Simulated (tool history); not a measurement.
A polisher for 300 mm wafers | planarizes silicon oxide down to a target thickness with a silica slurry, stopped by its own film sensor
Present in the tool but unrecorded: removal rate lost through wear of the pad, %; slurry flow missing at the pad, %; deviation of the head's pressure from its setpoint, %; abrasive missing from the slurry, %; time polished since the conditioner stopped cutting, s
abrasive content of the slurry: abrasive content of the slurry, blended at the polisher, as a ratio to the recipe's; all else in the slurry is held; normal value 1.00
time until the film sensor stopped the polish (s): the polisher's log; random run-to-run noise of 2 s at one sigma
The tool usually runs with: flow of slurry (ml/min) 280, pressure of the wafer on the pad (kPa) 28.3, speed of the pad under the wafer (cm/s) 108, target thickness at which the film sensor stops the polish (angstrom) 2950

| run | day | flow of slurry (ml/min) | pressure of the wafer on the pad (kPa) | speed of the pad under the wafer (cm/s) | abrasive content of the slurry | target thickness at which the film sensor stops the polish (angstrom) | wafers since the last listed run | wafers polished on this pad | hours since the slurry nozzle was cleaned | hours since the head pressure was calibrated | hours since the slurry blender was calibrated | hours since the conditioning disc was replaced | incoming thickness of the incoming film, nm | time until the film sensor stopped the polish (s) |
|---|---|---|---|---|---|---|---|---|---|---|---|---|---|---|
| 1 | 0.000 | 280 | 28.3 | 108 | 1.00 | 2950 | 0 | 22 | 73.2 | 1277.7 | 61.4 | 604.0 | 624.2 | 109.1 |
| 2 | 1.025 | 280 | 28.3 | 108 | 1.00 | 2950 | 230 | 253 | 97.8 | 1302.3 | 86.0 | 628.6 | 618.7 | 109.2 |
|  | 1.171 | conditioning disc replaced and pad reconditioned |
| 3 | 2.346 | 280 | 28.3 | 108 | 1.00 | 2950 | 278 | 532 | 129.5 | 1334.0 | 117.7 | 28.2 | 618.2 | 112.2 |
| 4 | 3.500 | 280 | 28.3 | 108 | 1.00 | 2950 | 260 | 792 | 157.2 | 1361.7 | 145.4 | 55.9 | 622.2 | 112.6 |
| 5 | 4.138 | 280 | 28.3 | 108 | 1.00 | 1940 | 143 | 936 | 172.5 | 1377.0 | 160.7 | 71.2 | 632.6 | 148.2 |
| 6 | 4.979 | 280 | 28.3 | 108 | 1.00 | 2950 | 189 | 1125 | 192.7 | 1397.2 | 180.9 | 91.4 | 618.1 | 110.8 |
|  | 5.483 | head pressure recalibrated |
| 7 | 6.104 | 190 | 19.3 | 108 | 1.20 | 2950 | 234 | 1360 | 219.7 | 14.9 | 207.9 | 118.4 | 623.8 | 203.9 |
| 8 | 7.125 | 280 | 35.9 | 108 | 1.20 | 2950 | 229 | 1590 | 244.2 | 39.4 | 232.4 | 142.9 | 628.7 | 108.3 |
| 9 | 8.108 | 280 | 23.4 | 108 | 0.85 | 2950 | 221 | 1811 | 267.8 | 63.0 | 256.0 | 166.5 | 623.2 | 183.3 |
|  | 8.783 | worn pad replaced by a new one |
| 10 | 9.096 | 240 | 28.3 | 108 | 1.20 | 2950 | 184 | 70 | 291.5 | 86.7 | 279.7 | 190.2 | 617.5 | 133.3 |
| 11 | 10.367 | 220 | 20.7 | 108 | 1.00 | 4000 | 286 | 356 | 322.0 | 117.2 | 310.2 | 220.7 | 633.4 | 142.1 |
|  | 11.496 | slurry nozzle cleaned |
|  | 11.575 | head pressure recalibrated, repeated, since the last time left the tool worse |
| 12 | 11.654 | 280 | 28.3 | 92 | 1.00 | 2300 | 262 | 618 | 3.8 | 1.9 | 341.1 | 251.6 | 619.5 | 162.5 |
| 13 | 12.900 | 280 | 24.1 | 108 | 1.25 | 2950 | 280 | 899 | 33.7 | 31.8 | 371.0 | 281.5 | 616.3 | 127.9 |
| 14 | 14.375 | 280 | 28.3 | 108 | 1.00 | 2950 | 332 | 1231 | 69.1 | 67.2 | 406.4 | 316.9 | 620.5 | 118.5 |
| 15 | 14.962 | 225 | 34.5 | 136 | 0.80 | 2950 | 132 | 1363 | 83.2 | 81.3 | 420.5 | 331.0 | 627.2 | 93.7 |
|  | 15.162 | slurry blender recalibrated |
| 16 | 15.912 | 280 | 36.5 | 108 | 1.00 | 2950 | 195 | 1559 | 106.0 | 104.1 | 18.0 | 353.8 | 624.0 | 89.9 |
|  | 17.092 | worn pad replaced by a new one |
| 17 | 17.375 | 280 | 28.3 | 108 | 1.00 | 2950 | 291 | 64 | 141.1 | 139.2 | 53.1 | 388.9 | 624.7 | 121.3 |
| 18 | 18.100 | 280 | 28.3 | 108 | 1.00 | 2950 | 163 | 227 | 158.5 | 156.6 | 70.5 | 406.3 | 616.1 | 118.6 |
| 19 | 18.629 | 250 | 28.3 | 108 | 1.00 | 2950 | 119 | 346 | 171.2 | 169.3 | 83.2 | 419.0 | 627.8 | 121.8 |
| 20 | 19.729 | 280 | 28.3 | 82 | 1.00 | 2950 | 247 | 594 | 197.6 | 195.7 | 109.6 | 445.4 | 622.0 | 148.0 |
| 21 | 20.275 | 280 | 28.3 | 122 | 0.85 | 2060 | 122 | 717 | 210.7 | 208.8 | 122.7 | 458.5 | 617.2 | 146.8 |
| 22 | 20.888 | 280 | 28.3 | 108 | 1.00 | 1990 | 137 | 855 | 225.4 | 223.5 | 137.4 | 473.2 | 618.8 | 154.0 |
|  | 22.192 | conditioning disc replaced and pad reconditioned |
| 23 | 22.212 | 280 | 28.3 | 108 | 1.00 | 2460 | 279 | 1135 | 257.2 | 255.3 | 169.2 | 0.5 | 620.5 | 133.7 |
| 24 | 23.217 | 280 | 28.3 | 108 | 1.00 | 2950 | 226 | 1361 | 281.3 | 279.4 | 193.3 | 24.6 | 620.7 | 121.0 |
| 25 | 24.029 | 280 | 25.5 | 130 | 0.70 | 3330 | 183 | 1544 | 300.8 | 298.9 | 212.8 | 44.1 | 612.7 | 112.5 |
| 26 | 25.079 | 320 | 28.3 | 134 | 1.00 | 2570 | 236 | 1780 | 326.0 | 324.1 | 238.0 | 69.3 | 613.5 | 107.4 |

Branching from run 26: 3 alternative next runs. What would each branch give?
| A | 25.096 | 280 | 28.3 | 108 | 1.00 | 2540 | 3 | 1784 | 326.4 | 324.5 | 238.4 | 69.7 | 628.1 | ? |
| B | 25.096 | 185 | 28.3 | 94 | 1.00 | 2950 | 3 | 1784 | 326.4 | 324.5 | 238.4 | 69.7 | 628.1 | ? |
| C | 25.096 | 210 | 28.3 | 98 | 0.75 | 2550 | 3 | 1784 | 326.4 | 324.5 | 238.4 | 69.7 | 628.1 | ? |

| run | time until the film sensor stopped the polish (s) |
|---|---|
| A | 135.1 |
| B | 138.6 |
| C | 168.4 |
With no hidden state in the tool, these same runs would have given:
| run | time until the film sensor stopped the polish (s) |
|---|---|
| A | 142.0 |
| B | 145.8 |
| C | 177.0 |
